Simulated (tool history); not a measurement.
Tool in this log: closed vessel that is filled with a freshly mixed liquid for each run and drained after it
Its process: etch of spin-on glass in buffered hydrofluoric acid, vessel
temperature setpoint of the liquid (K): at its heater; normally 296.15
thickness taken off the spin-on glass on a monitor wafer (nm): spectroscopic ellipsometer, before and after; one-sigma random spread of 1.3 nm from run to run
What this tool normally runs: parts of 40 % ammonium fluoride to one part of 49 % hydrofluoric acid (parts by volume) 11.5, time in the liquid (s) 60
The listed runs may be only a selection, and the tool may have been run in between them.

run,hour,temperature setpoint of the liquid (K),parts of 40 % ammonium fluoride to one part of 49 % hydrofluoric acid (parts by volume),time in the liquid (s),"read-back film thickness of the spin-on glass reference wafer, read on the same gauge (nm)",thickness taken off the spin-on glass on a monitor wafer (nm)
1,0,296.15,11.5,60,109.99,140.63
2,13.7,296.15,11.5,60,110.04,138.55
3,23.7,296.15,11.5,60,110.04,138.28
4,31.9,296.15,11.5,85,109.99,198.57
5,38.3,296.15,11.5,85,110.01,196.95
6,53.7,296.15,11.5,85,109.98,194.8
# hour 69.9: hydrofluoric acid flow meter replaced
7,70.8,296.15,11.5,45,109.97,104.37
8,84.3,296.15,11.5,45,110.01,103.33
9,116.5,296.15,11.5,45,110.01,103
10,132.5,300.65,7.5,30,110.03,131.12
11,140.2,299.65,15,45,109.95,95.63
# hour 144.1: thermometer replaced
12,156.9,296.15,10,60,109.97,180.94
13,163.8,298.65,8.5,85,110.02,335.4
# hour 170: gauge calibrated
14,176.9,296.15,11.5,60,110,158.72
15,191.6,296.15,11.5,60,109.97,158.78
16,201.8,296.15,11.5,60,110.05,158
17,209.4,292.65,8.5,40,110.03,113.94
18,219.6,299.65,11.5,90,110.01,285.62

Pick out some run-to-run changes in thickness taken off the spin-on glass on a monitor wafer (nm). Of each, how much would a tool without hidden state show as well, from the settings, what came in and chance, and how much is left for the hidden state and any gauge scatter not in both results compared?
Unlogged tool condition in this case: liquid colder than its thermometer reads (K); hydrofluoric acid flow above the setpoint (%); gauge reads high (%).
Run 11 -> 12: temperature setpoint of the liquid (K) 299.65 -> 296.15, parts of 40 % ammonium fluoride to one part of 49 % hydrofluoric acid (parts by volume) 15 -> 10, time in the liquid (s) 45 -> 60, thermometer replaced. thickness taken off the spin-on glass on a monitor wafer (nm) +85.31: hidden state +16.49, all else +68.82.
Run 13 -> 14: temperature setpoint of the liquid (K) 298.65 -> 296.15, parts of 40 % ammonium fluoride to one part of 49 % hydrofluoric acid (parts by volume) 8.5 -> 11.5, time in the liquid (s) 85 -> 60, gauge calibrated. thickness taken off the spin-on glass on a monitor wafer (nm) -176.68: hidden state +1.27, all else -177.95.

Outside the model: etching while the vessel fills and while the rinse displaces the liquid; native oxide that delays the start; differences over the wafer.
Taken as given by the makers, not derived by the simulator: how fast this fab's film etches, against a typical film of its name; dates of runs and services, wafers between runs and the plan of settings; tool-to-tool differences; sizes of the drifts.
